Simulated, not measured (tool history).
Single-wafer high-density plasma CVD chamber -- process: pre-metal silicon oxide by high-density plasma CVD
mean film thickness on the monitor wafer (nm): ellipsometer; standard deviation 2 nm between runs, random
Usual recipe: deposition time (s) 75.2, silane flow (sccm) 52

| run | day | deposition time (s) | silane flow (sccm) | read-back reference wafer on the same gauge, thickness_nm | mean film thickness on the monitor wafer (nm) |
|---|---|---|---|---|---|
| 1 | 0 | 75.2 | 52 | 341.805 | 400.615 |
| 2 | 2.733 | 75.2 | 52 | 339.982 | 400.943 |
| 3 | 4.571 | 75.2 | 55 | 340.093 | 424.081 |
| 4 | 7.146 | 78.4 | 52 | 340.062 | 419.575 |
| 5 | 9.838 | 78.4 | 52 | 339.669 | 418.621 |
|  | 11.604 | silane flow controller replaced |
| 6 | 11.775 | 78.4 | 52 | 337.989 | 413.101 |
| 7 | 13.762 | 75.2 | 45 | 338.099 | 343.058 |
| 8 | 16.283 | 75.2 | 56 | 338.292 | 430.879 |
| 9 | 17.808 | 82.3 | 61 | 338.324 | 513.136 |
| 10 | 20.521 | 60.2 | 55 | 337.049 | 337.839 |
| 11 | 23.317 | 83.7 | 46 | 338.339 | 390.613 |
| 12 | 24.646 | 61.8 | 59 | 337.954 | 373.285 |
|  | 24.888 | gauge calibrated |
| 13 | 27.046 | 84.6 | 52 | 346.467 | 457.45 |
| 14 | 28.867 | 75.2 | 48 | 345.134 | 377.144 |
| 15 | 30.871 | 87.3 | 49 | 343.529 | 440.904 |
| 16 | 32.567 | 75.2 | 52 | 343.498 | 405.781 |
| 17 | 35.242 | 75.2 | 52 | 341.776 | 404.306 |

Below are 4 alternative next runs, each starting from the tool's condition after run 17. Predict each:
| A | 35.258 | 86.1 | 52 | ? | ? |
| B | 35.258 | 83.6 | 44 | ? | ? |
| C | 35.258 | 81.4 | 43 | ? | ? |
| D | 35.258 | 65.7 | 59 | ? | ? |

| run | read-back reference wafer on the same gauge, thickness_nm | mean film thickness on the monitor wafer (nm) |
|---|---|---|
| A | 342.392 | 464.69 |
| B | 342.392 | 381.782 |
| C | 342.392 | 363.287 |
| D | 342.392 | 402.322 |
The same runs, with their run-to-run variation unchanged, on a tool lacking any hidden condition would have given:
| run | mean film thickness on the monitor wafer (nm) |
|---|---|
| A | 473.056 |
| B | 388.656 |
| C | 369.828 |
| D | 409.566 |

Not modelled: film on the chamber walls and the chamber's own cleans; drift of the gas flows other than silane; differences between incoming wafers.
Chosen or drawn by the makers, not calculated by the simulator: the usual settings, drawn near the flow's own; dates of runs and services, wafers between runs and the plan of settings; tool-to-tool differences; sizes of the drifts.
